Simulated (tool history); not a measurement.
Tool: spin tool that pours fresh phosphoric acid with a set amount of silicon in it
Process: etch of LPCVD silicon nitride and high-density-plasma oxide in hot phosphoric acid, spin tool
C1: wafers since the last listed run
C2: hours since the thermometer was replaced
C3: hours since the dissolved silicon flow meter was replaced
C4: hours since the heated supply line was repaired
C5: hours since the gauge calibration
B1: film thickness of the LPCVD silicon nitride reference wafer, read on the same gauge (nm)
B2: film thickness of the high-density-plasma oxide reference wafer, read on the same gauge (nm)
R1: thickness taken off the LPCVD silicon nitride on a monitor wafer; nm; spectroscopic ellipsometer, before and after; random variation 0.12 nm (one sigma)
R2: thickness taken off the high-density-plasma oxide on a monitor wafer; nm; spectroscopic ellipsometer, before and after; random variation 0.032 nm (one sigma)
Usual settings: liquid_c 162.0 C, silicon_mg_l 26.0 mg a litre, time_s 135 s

{"run": 1, "hour": 0.0, "liquid_c": 162.0, "silicon_mg_l": 21.5, "time_s": 135, "C1": 0, "C2": 2567.9, "C3": 772.4, "C4": 3296.4, "C5": 182.7, "B1": 80.02, "B2": 80.002, "R1": 13.22, "R2": 0.261}
{"run": 2, "hour": 8.8, "liquid_c": 162.0, "silicon_mg_l": 26.0, "time_s": 115, "C1": 102, "C2": 2576.7, "C3": 781.2, "C4": 3305.2, "C5": 191.5, "B1": 80.03, "B2": 80.02, "R1": 11.25, "R2": 0.188}
{"run": 3, "hour": 26.4, "liquid_c": 162.0, "silicon_mg_l": 26.0, "time_s": 115, "C1": 204, "C2": 2594.3, "C3": 798.8, "C4": 3322.8, "C5": 209.1, "B1": 79.94, "B2": 79.991, "R1": 11.39, "R2": 0.171}
{"run": 4, "hour": 42.0, "liquid_c": 162.0, "silicon_mg_l": 35.5, "time_s": 135, "C1": 181, "C2": 2609.9, "C3": 814.4, "C4": 3338.4, "C5": 224.7, "B1": 80.01, "B2": 79.981, "R1": 13.41, "R2": 0.159}
{"run": 5, "hour": 49.4, "liquid_c": 162.0, "silicon_mg_l": 35.5, "time_s": 135, "C1": 86, "C2": 2617.3, "C3": 821.8, "C4": 3345.8, "C5": 232.1, "B1": 80.0, "B2": 80.012, "R1": 13.24, "R2": 0.11}
{"run": 6, "hour": 65.3, "liquid_c": 162.0, "silicon_mg_l": 35.5, "time_s": 135, "C1": 185, "C2": 2633.2, "C3": 837.7, "C4": 3361.7, "C5": 248.0, "B1": 79.99, "B2": 79.976, "R1": 13.13, "R2": 0.113}
{"hour": 74.3, "done": "thermometer replaced"}
{"run": 7, "hour": 76.1, "liquid_c": 162.0, "silicon_mg_l": 26.0, "time_s": 135, "C1": 114, "C2": 1.8, "C3": 848.5, "C4": 3372.5, "C5": 258.8, "B1": 80.04, "B2": 79.983, "R1": 13.16, "R2": 0.172}
{"run": 8, "hour": 85.8, "liquid_c": 162.0, "silicon_mg_l": 26.0, "time_s": 135, "C1": 112, "C2": 11.5, "C3": 858.2, "C4": 3382.2, "C5": 268.5, "B1": 80.05, "B2": 79.995, "R1": 13.41, "R2": 0.169}
{"run": 9, "hour": 101.2, "liquid_c": 162.0, "silicon_mg_l": 26.0, "time_s": 135, "C1": 179, "C2": 26.9, "C3": 873.6, "C4": 3397.6, "C5": 283.9, "B1": 80.01, "B2": 80.001, "R1": 13.32, "R2": 0.14}
{"hour": 117.1, "done": "heated supply line repaired"}
{"run": 10, "hour": 117.6, "liquid_c": 162.0, "silicon_mg_l": 26.0, "time_s": 135, "C1": 179, "C2": 43.3, "C3": 890.0, "C4": 0.5, "C5": 300.3, "B1": 79.96, "B2": 79.982, "R1": 13.16, "R2": 0.203}
{"run": 11, "hour": 132.1, "liquid_c": 165.0, "silicon_mg_l": 11.0, "time_s": 165, "C1": 168, "C2": 57.8, "C3": 904.5, "C4": 15.0, "C5": 314.8, "B1": 79.99, "B2": 79.998, "R1": 17.9, "R2": 0.443}
{"run": 12, "hour": 145.0, "liquid_c": 162.0, "silicon_mg_l": 26.0, "time_s": 135, "C1": 150, "C2": 70.7, "C3": 917.4, "C4": 27.9, "C5": 327.7, "B1": 80.01, "B2": 79.999, "R1": 13.17, "R2": 0.189}
{"run": 13, "hour": 157.5, "liquid_c": 162.0, "silicon_mg_l": 26.0, "time_s": 135, "C1": 145, "C2": 83.2, "C3": 929.9, "C4": 40.4, "C5": 340.2, "B1": 80.01, "B2": 80.011, "R1": 13.39, "R2": 0.218}
{"hour": 169.0, "done": "dissolved silicon flow meter replaced"}
{"run": 14, "hour": 175.3, "liquid_c": 162.0, "silicon_mg_l": 37.5, "time_s": 135, "C1": 195, "C2": 101.0, "C3": 6.3, "C4": 58.2, "C5": 358.0, "B1": 79.98, "B2": 80.001, "R1": 13.31, "R2": 0.12}
{"run": 15, "hour": 186.2, "liquid_c": 162.0, "silicon_mg_l": 26.0, "time_s": 135, "C1": 126, "C2": 111.9, "C3": 17.2, "C4": 69.1, "C5": 368.9, "B1": 79.98, "B2": 80.002, "R1": 13.29, "R2": 0.148}
{"run": 16, "hour": 202.2, "liquid_c": 160.5, "silicon_mg_l": 14.0, "time_s": 135, "C1": 186, "C2": 127.9, "C3": 33.2, "C4": 85.1, "C5": 384.9, "B1": 80.03, "B2": 80.001, "R1": 12.78, "R2": 0.302}
{"run": 17, "hour": 218.4, "liquid_c": 164.5, "silicon_mg_l": 26.0, "time_s": 135, "C1": 188, "C2": 144.1, "C3": 49.4, "C4": 101.3, "C5": 401.1, "B1": 80.01, "B2": 80.021, "R1": 14.45, "R2": 0.168}
{"hour": 219.9, "done": "gauge calibrated"}
{"run": 18, "hour": 235.7, "liquid_c": 165.0, "silicon_mg_l": 11.0, "time_s": 165, "C1": 201, "C2": 161.4, "C3": 66.7, "C4": 118.6, "C5": 15.8, "B1": 79.97, "B2": 80.005, "R1": 17.96, "R2": 0.549}
{"run": 19, "hour": 253.7, "liquid_c": 159.5, "silicon_mg_l": 26.0, "time_s": 60, "C1": 209, "C2": 179.4, "C3": 84.7, "C4": 136.6, "C5": 33.8, "B1": 80.0, "B2": 80.003, "R1": 5.32, "R2": 0.069}
{"run": 20, "hour": 269.8, "liquid_c": 164.5, "silicon_mg_l": 42.5, "time_s": 55, "C1": 187, "C2": 195.5, "C3": 100.8, "C4": 152.7, "C5": 49.9, "B1": 79.98, "B2": 80.008, "R1": 5.83, "R2": 0.049}
{"run": 21, "hour": 279.9, "liquid_c": 164.0, "silicon_mg_l": 26.0, "time_s": 135, "C1": 117, "C2": 205.6, "C3": 110.9, "C4": 162.8, "C5": 60.0, "B1": 79.99, "B2": 80.005, "R1": 14.3, "R2": 0.298}
{"run": 22, "hour": 288.2, "liquid_c": 163.0, "silicon_mg_l": 8.0, "time_s": 210, "C1": 96, "C2": 213.9, "C3": 119.2, "C4": 171.1, "C5": 68.3, "B1": 79.99, "B2": 80.005, "R1": 21.61, "R2": 0.449}

Forecast each of these 3 alternatives for the next run:
{"run": "A", "hour": 288.7, "liquid_c": 161.0, "silicon_mg_l": 26.0, "time_s": 135, "C1": 5, "C2": 214.4, "C3": 119.7, "C4": 171.6, "C5": 68.8, "B1": "?", "B2": "?", "R1": "?", "R2": "?"}
{"run": "B", "hour": 288.7, "liquid_c": 162.0, "silicon_mg_l": 26.0, "time_s": 195, "C1": 5, "C2": 214.4, "C3": 119.7, "C4": 171.6, "C5": 68.8, "B1": "?", "B2": "?", "R1": "?", "R2": "?"}
{"run": "C", "hour": 288.7, "liquid_c": 159.5, "silicon_mg_l": 12.0, "time_s": 135, "C1": 5, "C2": 214.4, "C3": 119.7, "C4": 171.6, "C5": 68.8, "B1": "?", "B2": "?", "R1": "?", "R2": "?"}

run=A B1=79.96 B2=80.003 R1=12.86 R2=0.261
run=B B1=79.96 B2=80.003 R1=19.21 R2=0.405
run=C B1=79.96 B2=80.003 R1=12.23 R2=0.346
Without the tool's hidden state the same runs would have given:
run=A R1=12.86 R2=0.261
run=B R1=19.21 R2=0.405
run=C R1=12.23 R2=0.346
